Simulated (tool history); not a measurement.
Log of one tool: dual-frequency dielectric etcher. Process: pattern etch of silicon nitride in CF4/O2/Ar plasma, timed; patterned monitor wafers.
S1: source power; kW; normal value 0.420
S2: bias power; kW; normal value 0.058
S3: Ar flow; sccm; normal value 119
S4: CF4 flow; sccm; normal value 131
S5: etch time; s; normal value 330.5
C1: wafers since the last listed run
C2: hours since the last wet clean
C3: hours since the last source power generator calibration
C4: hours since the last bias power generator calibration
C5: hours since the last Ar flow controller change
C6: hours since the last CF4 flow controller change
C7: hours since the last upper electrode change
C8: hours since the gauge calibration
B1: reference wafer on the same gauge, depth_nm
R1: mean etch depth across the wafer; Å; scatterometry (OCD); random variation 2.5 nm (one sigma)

Run 1, day 0.000: usual settings but S4 112 sccm; C1 0; C2 490.6; C3 3373.2; C4 3439.0; C5 4251.6; C6 3287.1; C7 4831.3; C8 30.1; B1 536.6. Result: R1 6063 Å.
Run 2, day 2.550: usual settings but S4 112 sccm; C1 310; C2 551.8; C3 3434.4; C4 3500.2; C5 4312.8; C6 3348.3; C7 4892.5; C8 91.3; B1 537.1. Result: R1 6047 Å.
At day 4.729: CF4 flow controller replaced.
At day 5.125: wet clean of the chamber.
Run 3, day 6.346: usual settings but S1 0.380 kW, S4 107 sccm; C1 382; C2 29.3; C3 3525.5; C4 3591.3; C5 4403.9; C6 38.8; C7 4983.6; C8 182.4; B1 536.9. Result: R1 5432 Å.
Run 4, day 8.196: usual settings but S1 0.380 kW, S4 107 sccm; C1 224; C2 73.7; C3 3569.9; C4 3635.7; C5 4448.3; C6 83.2; C7 5028.0; C8 226.8; B1 536.7. Result: R1 5422 Å.
Run 5, day 11.692: usual settings; C1 425; C2 157.6; C3 3653.8; C4 3719.6; C5 4532.2; C6 167.1; C7 5111.9; C8 310.7; B1 536.5. Result: R1 6085 Å.
Run 6, day 13.850: usual settings but S1 0.350 kW; C1 262; C2 209.4; C3 3705.6; C4 3771.4; C5 4584.0; C6 218.9; C7 5163.7; C8 362.5; B1 537.3. Result: R1 5038 Å.
Run 7, day 15.862: usual settings but S1 0.340 kW, S2 0.068 kW; C1 244; C2 257.7; C3 3753.9; C4 3819.7; C5 4632.3; C6 267.2; C7 5212.0; C8 410.8; B1 537.0. Result: R1 5317 Å.
Run 8, day 17.646: usual settings but S2 0.069 kW, S3 146 sccm, S5 374.0 s; C1 216; C2 300.5; C3 3796.7; C4 3862.5; C5 4675.1; C6 310.0; C7 5254.8; C8 453.6; B1 537.3. Result: R1 7370 Å.
At day 19.283: Ar flow controller replaced.
At day 20.929: source power generator calibrated.
At day 24.383: upper electrode replaced, of another model than before.
At day 25.033: wet clean of the chamber.
Run 9, day 25.054: usual settings but S1 0.380 kW, S2 0.071 kW, S4 106 sccm; C1 649; C2 0.5; C3 99.0; C4 4040.3; C5 138.5; C6 487.8; C7 16.1; C8 631.4; B1 537.8. Result: R1 5322 Å.
Run 10, day 27.896: usual settings but S2 0.064 kW, S4 147 sccm, S5 256.5 s; C1 345; C2 68.7; C3 167.2; C4 4108.5; C5 206.7; C6 556.0; C7 84.3; C8 699.6; B1 536.6. Result: R1 4818 Å.
At day 30.071: bias power generator calibrated.
Run 11, day 31.371: usual settings but S1 0.350 kW, S2 0.070 kW, S3 131 sccm; C1 402; C2 152.1; C3 250.6; C4 31.2; C5 290.1; C6 639.4; C7 167.7; C8 783.0; B1 537.8. Result: R1 4551 Å.
Run 12, day 33.208: usual settings but S3 134 sccm; C1 223; C2 196.2; C3 294.7; C4 75.3; C5 334.2; C6 683.5; C7 211.8; C8 827.1; B1 536.6. Result: R1 5848 Å.
Run 13, day 35.033: usual settings but S1 0.460 kW, S3 93 sccm, S4 146 sccm; C1 221; C2 240.0; C3 338.5; C4 119.1; C5 378.0; C6 727.3; C7 255.6; C8 870.9; B1 536.9. Result: R1 7067 Å.
Run 14, day 36.550: usual settings but S2 0.045 kW, S4 155 sccm; C1 184; C2 276.4; C3 374.9; C4 155.5; C5 414.4; C6 763.7; C7 292.0; C8 907.3; B1 537.7. Result: R1 5470 Å.
Run 15, day 38.321: usual settings but S1 0.370 kW; C1 215; C2 318.9; C3 417.4; C4 198.0; C5 456.9; C6 806.2; C7 334.5; C8 949.8; B1 536.2. Result: R1 4790 Å.
Run 16, day 39.946: usual settings but S1 0.500 kW, S3 103 sccm; C1 197; C2 357.9; C3 456.4; C4 237.0; C5 495.9; C6 845.2; C7 373.5; C8 988.8; B1 537.3. Result: R1 7887 Å.
Run 17, day 42.092: usual settings but S1 0.490 kW, S4 115 sccm, S5 294.5 s; C1 260; C2 409.4; C3 507.9; C4 288.5; C5 547.4; C6 896.7; C7 425.0; C8 1040.3; B1 537.2. Result: R1 6545 Å.
Run 18, day 45.396: usual settings; C1 401; C2 488.7; C3 587.2; C4 367.8; C5 626.7; C6 976.0; C7 504.3; C8 1119.6; B1 537.3. Result: R1 5992 Å.
Run 19, day 48.646: usual settings; C1 395; C2 566.7; C3 665.2; C4 445.8; C5 704.7; C6 1054.0; C7 582.3; C8 1197.6; B1 537.4. Result: R1 5986 Å.
At day 49.992: wet clean of the chamber.
Run 20, day 50.208: usual settings; C1 68; C2 5.2; C3 702.7; C4 483.3; C5 742.2; C6 1091.5; C7 619.8; C8 1235.1; B1 536.8. Result: R1 5912 Å.
Run 21, day 52.492: usual settings but S3 110 sccm, S5 358.5 s; C1 277; C2 60.0; C3 757.5; C4 538.1; C5 797.0; C6 1146.3; C7 674.6; C8 1289.9; B1 537.1. Result: R1 6489 Å.

The same runs without the tool's hidden state, with the same run-to-run variation:
Hidden conditions of the tool in this case: etch rate over this chamber's usual, %; source power that arrives over what is set, %; bias power that arrives over what is set, %; Ar flow that arrives over what is set, %; CF4 flow that arrives over what is set, %; gauge reads high (%).
run    R1
  1  5778
  2  5758
  3  5167
  4  5154
  5  5777
  6  4780
  7  5043
  8  6988
  9  5276
 10  4769
 11  4498
 12  5773
 13  6970
 14  5390
 15  4717
 16  7759
 17  6433
 18  5879
 19  5865
 20  5788
 21  6345
